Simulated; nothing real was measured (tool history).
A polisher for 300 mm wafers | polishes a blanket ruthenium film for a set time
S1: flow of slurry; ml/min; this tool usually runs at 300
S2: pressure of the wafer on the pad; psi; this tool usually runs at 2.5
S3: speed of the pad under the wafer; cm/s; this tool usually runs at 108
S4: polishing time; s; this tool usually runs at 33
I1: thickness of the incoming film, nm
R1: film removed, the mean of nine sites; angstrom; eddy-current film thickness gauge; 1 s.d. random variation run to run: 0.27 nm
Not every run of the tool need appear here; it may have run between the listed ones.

run   hour   S1   S2   S3  S4     I1   R1
  1      0  300  2.5  108  33  325.5  403
  2   32.9  300  2.5  108  33  325.4  406
  3   58.2  300  2.5  108  33  324.8  405
  4   77.6  300  2.5  108  33  333.7  401
  5   90.2  300  1.9  108  33  328.6  307
      98.3  -- slurry nozzle cleaned
  6  110.1  360  2.5   90  33  330.9  376
     134.3  -- worn pad replaced by a new one
  7  142.7  300  2.5  108  33  325.5  410
  8  173.7  300  2.5  108  33  329.7  412
  9  189.9  300  2.5  108  33  330.8  406
 10  205.2  300  2.5   86  33  331.9  353
 11  218.8  300  2.5   86  33  336.8  348
 12  249.7  300  2.5   86  33  325.2  348
     269.3  -- worn pad replaced by a new one
 13  270.3  300  2.5  108  33  333.7  408
 14  292.1  300  2.5  108  33  322.9  406
     310.7  -- slurry nozzle cleaned
 15  316.4  300  2.5  108  33  326.9  420
     336.1  -- head pressure recalibrated
 16  344.7  300  2.5  108  33  329.6  418
 17  367.6  240    3  120  39  332.3  620
 18  396.8  300  2.5  128  23  330.3  323
 19  419.8  255  2.5  136  33  326.7  468
 20  434.6  205  2.5   80  33  329.5  319
       444  -- worn pad replaced by a new one
 21  467.1  300  2.5  108  33  328.9  406
 22  488.6  300  2.5  108  33  334.7  406
 23  519.7  300  3.1   90  33  326.7  448
     530.3  -- slurry nozzle cleaned
 24  549.7  260  1.9  108  39  329.9  371
 25  561.9  300  2.5  108  33  323.9  415
 26  583.3  300  2.5   90  33  330.3  368
     604.9  -- worn pad replaced by a new one
 27  612.7  300  2.5  108  33  328.9  413
 28  705.6  300  2.5  108  33    331  402
 29  721.8  265  1.7   90  41    333  302
 30    752  260  2.5  108  33  331.7  397
     777.4  -- worn pad replaced by a new one
     782.2  -- slurry nozzle cleaned
 31  786.3  370    3  108  33  328.3  503

4 options for the next run, each taken on its own from the tool as it stands now. Forecast them:
  A  786.7  220  2.5  108  33  324.7   ?
  B  786.7  385  2.2   76  22  324.7   ?
  C  786.7  205  2.5  108  33  324.7   ?
  D  786.7  300  2.5  128  36  324.7   ?

run   R1
  A  411
  B  200
  C  408
  D  516
Stripped of hidden state, with their random variation kept, the same runs would have yielded:
run   R1
  A  412
  B  201
  C  410
  D  518

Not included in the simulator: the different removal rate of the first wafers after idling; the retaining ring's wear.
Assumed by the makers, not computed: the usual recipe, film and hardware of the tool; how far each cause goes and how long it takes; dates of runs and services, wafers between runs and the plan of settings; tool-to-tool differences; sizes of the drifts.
